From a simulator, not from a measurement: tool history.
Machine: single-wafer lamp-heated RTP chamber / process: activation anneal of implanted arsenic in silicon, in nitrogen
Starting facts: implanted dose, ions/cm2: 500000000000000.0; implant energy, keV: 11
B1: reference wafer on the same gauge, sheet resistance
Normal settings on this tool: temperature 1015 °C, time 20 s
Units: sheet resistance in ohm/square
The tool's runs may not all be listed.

run 1 day=0.000 | temperature=1015 time=17 | B1=205.29 | sheet_resistance=229.31
run 2 day=2.983 | temperature=1015 time=17 | B1=205.21 | sheet_resistance=228.60
run 3 day=4.258 | temperature=1015 time=26 | B1=204.94 | sheet_resistance=224.89
run 4 day=6.738 | temperature=1015 time=26 | B1=204.87 | sheet_resistance=225.44
-- day=7.262 pyrometer window cleaned and pyrometer calibrated
run 5 day=9.392 | temperature=1015 time=20 | B1=205.08 | sheet_resistance=227.88
run 6 day=11.621 | temperature=1015 time=20 | B1=204.84 | sheet_resistance=228.30
-- day=12.246 reflector plate cleaned
run 7 day=13.650 | temperature=1015 time=20 | B1=204.85 | sheet_resistance=228.03
run 8 day=16.646 | temperature=995 time=20 | B1=205.01 | sheet_resistance=233.45
run 9 day=17.933 | temperature=1015 time=20 | B1=205.09 | sheet_resistance=228.21
run 10 day=19.075 | temperature=1015 time=20 | B1=205.27 | sheet_resistance=228.04
run 11 day=20.638 | temperature=1015 time=20 | B1=204.91 | sheet_resistance=228.51
-- day=23.425 pyrometer window cleaned and pyrometer calibrated
run 12 day=23.446 | temperature=1015 time=12 | B1=204.99 | sheet_resistance=232.53
run 13 day=26.262 | temperature=1006 time=20 | B1=205.08 | sheet_resistance=230.86
run 14 day=28.917 | temperature=1006 time=20 | B1=205.02 | sheet_resistance=230.99
-- day=31.517 reflector plate cleaned
run 15 day=31.538 | temperature=1006 time=20 | B1=204.86 | sheet_resistance=230.07
run 16 day=33.850 | temperature=1015 time=20 | B1=205.42 | sheet_resistance=227.30
run 17 day=36.567 | temperature=1044 time=25 | B1=204.96 | sheet_resistance=216.71
run 18 day=37.700 | temperature=1015 time=20 | B1=205.07 | sheet_resistance=228.27
-- day=38.821 pyrometer window cleaned and pyrometer calibrated
run 19 day=39.771 | temperature=1032 time=20 | B1=204.69 | sheet_resistance=223.19
run 20 day=40.829 | temperature=1027 time=20 | B1=205.07 | sheet_resistance=224.74
run 21 day=42.442 | temperature=994 time=29 | B1=205.06 | sheet_resistance=229.37
run 22 day=45.138 | temperature=1003 time=26 | B1=205.25 | sheet_resistance=227.85
run 23 day=46.421 | temperature=1038 time=25 | B1=204.93 | sheet_resistance=218.19
-- day=46.429 gauge calibrated
run 24 day=48.396 | temperature=1015 time=20 | B1=205.10 | sheet_resistance=228.06
-- day=50.179 reflector plate cleaned
run 25 day=50.200 | temperature=1015 time=20 | B1=204.98 | sheet_resistance=228.37
run 26 day=52.838 | temperature=1015 time=20 | B1=205.01 | sheet_resistance=227.60
run 27 day=55.142 | temperature=1015 time=29 | B1=205.14 | sheet_resistance=222.25
-- day=55.758 pyrometer window cleaned and pyrometer calibrated
run 28 day=56.667 | temperature=995 time=31 | B1=204.80 | sheet_resistance=228.34
run 29 day=58.096 | temperature=1015 time=20 | B1=205.27 | sheet_resistance=227.89
run 30 day=60.017 | temperature=996 time=15 | B1=205.01 | sheet_resistance=236.25
run 31 day=62.300 | temperature=1004 time=20 | B1=205.18 | sheet_resistance=230.79
run 32 day=64.125 | temperature=1044 time=13 | B1=205.01 | sheet_resistance=225.89
run 33 day=66.933 | temperature=1015 time=20 | B1=204.89 | sheet_resistance=229.01
-- day=67.879 reflector plate cleaned
run 34 day=69.242 | temperature=1027 time=27 | B1=205.06 | sheet_resistance=219.81
run 35 day=70.408 | temperature=1043 time=15 | B1=204.93 | sheet_resistance=223.73
-- day=71.279 pyrometer window cleaned and pyrometer calibrated
run 36 day=72.575 | temperature=1015 time=20 | B1=204.90 | sheet_resistance=228.02
run 37 day=74.342 | temperature=1015 time=20 | B1=205.22 | sheet_resistance=229.04

Predict each of these 3 candidate next runs independently; none follows another, all start after run 37:
run A day=74.358 | temperature=1015 time=20 | B1=? | sheet_resistance=?
run B day=74.358 | temperature=1041 time=13 | B1=? | sheet_resistance=?
run C day=74.358 | temperature=986 time=24 | B1=? | sheet_resistance=?

run=A B1=205.39 sheet_resistance=227.05
run=B B1=205.39 sheet_resistance=225.27
run=C B1=205.39 sheet_resistance=231.70
With the hidden condition removed and each run's random variation left untouched, the same runs would have given:
run=A sheet_resistance=227.05
run=B sheet_resistance=225.27
run=C sheet_resistance=231.70
